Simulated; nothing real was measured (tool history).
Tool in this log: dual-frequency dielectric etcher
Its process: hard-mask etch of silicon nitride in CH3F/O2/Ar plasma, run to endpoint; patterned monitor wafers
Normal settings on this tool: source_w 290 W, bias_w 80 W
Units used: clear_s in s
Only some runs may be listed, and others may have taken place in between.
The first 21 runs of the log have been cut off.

run	hour	source_w	bias_w	incoming incoming film thickness, nm	clear_s
22	1409.5	290	80	29.69	48.1
# hour 1529.5: wet clean of the chamber
23	1530.0	260	80	30.03	50.3
24	1577.2	250	65	29.40	52.4
25	1654.3	290	97	29.62	45.7
26	1693.0	260	89	29.87	47.7
27	1779.4	290	64	29.92	51.9
# hour 1804.6: upper electrode replaced
28	1820.5	290	80	29.53	47.6
29	1906.4	290	80	29.58	47.6
30	2002.6	290	94	29.70	45.4
# hour 2099.0: wet clean of the chamber
31	2102.2	320	88	29.59	46.3
32	2195.3	220	95	30.07	48.8
33	2302.9	320	100	29.62	43.8
34	2532.5	320	63	29.67	49.9
35	2570.3	290	92	29.73	45.4

4 options for the next run, each taken on its own from the tool as it stands now. Forecast them:
A	2570.7	290	80	29.82	?
B	2570.7	290	95	29.82	?
C	2570.7	250	80	29.82	?
D	2570.7	330	61	29.82	?

run	clear_s
A	47.6
B	45.2
C	48.9
D	50.2
Had the tool no hidden state, the same runs would have come out as:
run	clear_s
A	49.3
B	46.8
C	50.7
D	52.0
